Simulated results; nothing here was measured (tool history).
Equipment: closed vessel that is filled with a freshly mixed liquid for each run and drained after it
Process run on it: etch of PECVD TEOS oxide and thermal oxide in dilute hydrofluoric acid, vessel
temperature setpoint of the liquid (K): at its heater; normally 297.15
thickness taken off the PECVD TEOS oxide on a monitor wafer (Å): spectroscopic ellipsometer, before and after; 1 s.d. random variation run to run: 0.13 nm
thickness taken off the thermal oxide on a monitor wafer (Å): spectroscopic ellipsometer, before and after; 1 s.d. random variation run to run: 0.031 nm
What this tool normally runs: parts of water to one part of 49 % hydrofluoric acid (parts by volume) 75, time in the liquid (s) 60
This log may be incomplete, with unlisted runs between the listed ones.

run,hour,temperature setpoint of the liquid (K),parts of water to one part of 49 % hydrofluoric acid (parts by volume),time in the liquid (s),"read-back film thickness of the PECVD TEOS oxide reference wafer, read on the same gauge (nm)","read-back film thickness of the thermal oxide reference wafer, read on the same gauge (nm)",thickness taken off the PECVD TEOS oxide on a monitor wafer (Å),thickness taken off the thermal oxide on a monitor wafer (Å)
1,0.0,298.65,75,60,149.97,140.003,159.8,36.57
# hour 58.3: gauge calibrated
2,94.1,298.65,75,60,150.00,139.962,156.0,36.08
3,191.5,298.65,75,60,150.02,140.022,156.0,36.05
4,234.6,297.15,75,60,150.00,140.005,148.2,33.43
5,293.0,297.15,75,60,150.00,140.050,146.7,34.04
6,353.9,297.15,75,60,149.98,139.938,144.5,33.11
7,449.4,297.15,75,60,150.00,140.029,145.5,33.00
8,488.6,297.15,75,60,149.99,140.013,144.2,32.98
# hour 560.2: thermometer replaced
9,581.9,297.15,75,70,150.01,140.013,185.3,42.49
10,659.8,297.15,75,70,149.99,139.980,180.9,42.62
11,733.7,297.15,65,60,150.00,140.030,182.7,42.31
# hour 737.6: hydrofluoric acid flow meter replaced
12,809.3,295.65,75,35,149.99,139.943,92.5,20.89
13,875.9,297.15,75,60,150.00,140.006,166.0,38.37

Run 14 comes next. What will it give?
# hour 915.2: gauge calibrated
14,977.1,297.15,75,85,?,?,?,?

{"run 14": {"read-back film thickness of the PECVD TEOS oxide reference wafer, read on the same gauge (nm)": 149.99, "read-back film thickness of the thermal oxide reference wafer, read on the same gauge (nm)": 140.013, "thickness taken off the PECVD TEOS oxide on a monitor wafer (Å)": 232.3, "thickness taken off the thermal oxide on a monitor wafer (Å)": 54.15}}
Were there no unlogged condition in the tool, this run, its random variation unchanged, would have produced thickness taken off the PECVD TEOS oxide on a monitor wafer (Å) 242.4, thickness taken off the thermal oxide on a monitor wafer (Å) 56.49.

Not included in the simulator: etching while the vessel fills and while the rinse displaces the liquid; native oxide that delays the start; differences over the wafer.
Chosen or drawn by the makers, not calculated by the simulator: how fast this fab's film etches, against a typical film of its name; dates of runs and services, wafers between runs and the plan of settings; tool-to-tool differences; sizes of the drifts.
